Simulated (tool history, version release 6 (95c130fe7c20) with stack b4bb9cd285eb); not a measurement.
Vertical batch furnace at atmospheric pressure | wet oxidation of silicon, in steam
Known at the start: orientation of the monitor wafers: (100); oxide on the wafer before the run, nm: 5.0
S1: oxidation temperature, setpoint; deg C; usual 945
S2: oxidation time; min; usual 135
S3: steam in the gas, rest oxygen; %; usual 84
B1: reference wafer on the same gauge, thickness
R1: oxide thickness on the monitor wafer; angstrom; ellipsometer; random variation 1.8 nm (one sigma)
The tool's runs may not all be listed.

run 1 hour=0 | S1=926 S2=135 S3=84 | B1=506.78 | R1=3608
run 2 hour=69.4 | S1=926 S2=135 S3=84 | B1=507.12 | R1=3611.4
run 3 hour=170.8 | S1=926 S2=135 S3=84 | B1=508.01 | R1=3613.9
run 4 hour=250.9 | S1=945 S2=135 S3=84 | B1=508.15 | R1=4259.9
run 5 hour=349.7 | S1=945 S2=135 S3=84 | B1=509.73 | R1=4287.8
run 6 hour=440.1 | S1=945 S2=135 S3=84 | B1=510.82 | R1=4309.7
run 7 hour=544.2 | S1=945 S2=135 S3=84 | B1=512.55 | R1=4295.7
run 8 hour=645.3 | S1=945 S2=135 S3=84 | B1=513.96 | R1=4324.3
run 9 hour=707.6 | S1=945 S2=135 S3=84 | B1=515.09 | R1=4340.1
run 10 hour=745.6 | S1=945 S2=135 S3=84 | B1=516.28 | R1=4313.6
run 11 hour=802.6 | S1=945 S2=135 S3=84 | B1=516.99 | R1=4359.4
-- hour=916.9 steam generator serviced
run 12 hour=917.4 | S1=945 S2=135 S3=84 | B1=519.61 | R1=4358.8
run 13 hour=953.9 | S1=969 S2=77.5 S3=90 | B1=521.09 | R1=3765.3

The next listed run, before its measurement:
run 14 hour=1029.1 | S1=945 S2=135 S3=84 | B1=? | R1=?

B1: 523
R1: 4376.4 angstrom
Without the tool's hidden state the same run would have given R1 4234.5 angstrom.

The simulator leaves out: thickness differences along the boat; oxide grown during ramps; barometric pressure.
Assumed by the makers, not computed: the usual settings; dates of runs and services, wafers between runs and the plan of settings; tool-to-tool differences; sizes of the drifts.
